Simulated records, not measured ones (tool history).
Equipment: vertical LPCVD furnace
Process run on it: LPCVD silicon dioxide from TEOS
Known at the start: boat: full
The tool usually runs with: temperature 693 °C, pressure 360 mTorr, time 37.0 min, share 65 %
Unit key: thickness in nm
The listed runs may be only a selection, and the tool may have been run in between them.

run,hour,temperature,pressure,time,share,wafers since the last listed run,hours since the last temperature calibration,hours since the pressure gauge was zeroed,hours since the TEOS flow controller was replaced,hours since the gauge calibration,"read-back reference wafer on the same gauge, thickness",thickness
1,0.0,693,360,37.0,65,0,2330.0,2538.5,4475.3,330.6,270.84,238.81
2,24.9,693,360,28.5,65,354,2354.9,2563.4,4500.2,355.5,271.41,184.15
3,52.1,693,360,28.5,65,387,2382.1,2590.6,4527.4,382.7,271.60,184.89
4,79.9,693,360,28.5,65,395,2409.9,2618.4,4555.2,410.5,271.76,184.24
5,115.7,693,360,37.0,65,509,2445.7,2654.2,4591.0,446.3,272.44,241.35
6,168.9,693,360,37.0,65,757,2498.9,2707.4,4644.2,499.5,273.22,241.39
# hour 207.5: thermocouples replaced and temperature profile calibrated
7,208.0,693,360,37.0,65,215,0.5,2746.5,4683.3,538.6,273.96,242.75
8,230.2,693,360,37.0,65,316,22.7,2768.7,4705.5,560.8,274.43,240.61
9,249.1,693,300,41.0,65,269,41.6,2787.6,4724.4,579.7,274.88,244.15
10,272.2,693,300,41.0,65,329,64.7,2810.7,4747.5,602.8,275.20,246.18
# hour 278.6: gauge calibrated
11,300.6,688,400,37.0,60,404,93.1,2839.1,4775.9,22.0,269.19,214.13
12,335.0,693,300,41.0,65,490,127.5,2873.5,4810.3,56.4,269.20,239.80
# hour 360.1: TEOS flow controller replaced
13,360.6,693,295,37.0,65,22,153.1,2899.1,0.5,82.0,269.19,215.51
# hour 396.2: pressure gauge zeroed
14,396.7,693,360,37.0,65,172,189.2,0.5,36.6,118.1,269.35,237.49
15,411.3,685,300,42.0,65,207,203.8,15.1,51.2,132.7,269.41,203.78
16,435.7,693,360,37.0,55,347,228.2,39.5,75.6,157.1,269.60,218.72
17,449.9,693,360,45.5,65,202,242.4,53.7,89.8,171.3,269.61,292.38
18,465.1,696,315,37.0,75,216,257.6,68.9,105.0,186.5,269.76,258.17
19,500.5,693,435,30.0,57,504,293.0,104.3,140.4,221.9,270.04,198.92
20,526.8,693,360,37.0,65,374,319.3,130.6,166.7,248.2,270.19,238.58

Here are 4 independent what-if runs from the current tool condition. What would each one return?
A,531.5,693,360,37.0,59,66,324.0,135.3,171.4,252.9,?,?
B,531.5,698,310,47.5,76,66,324.0,135.3,171.4,252.9,?,?
C,531.5,693,360,29.0,56,66,324.0,135.3,171.4,252.9,?,?
D,531.5,693,280,23.5,65,66,324.0,135.3,171.4,252.9,?,?

run,"read-back reference wafer on the same gauge, thickness",thickness
A,270.22,227.30
B,270.22,345.61
C,270.22,173.57
D,270.22,133.64
Had the tool no hidden state, the same runs would have come out as:
run,thickness
A,226.32
B,344.11
C,172.81
D,133.06
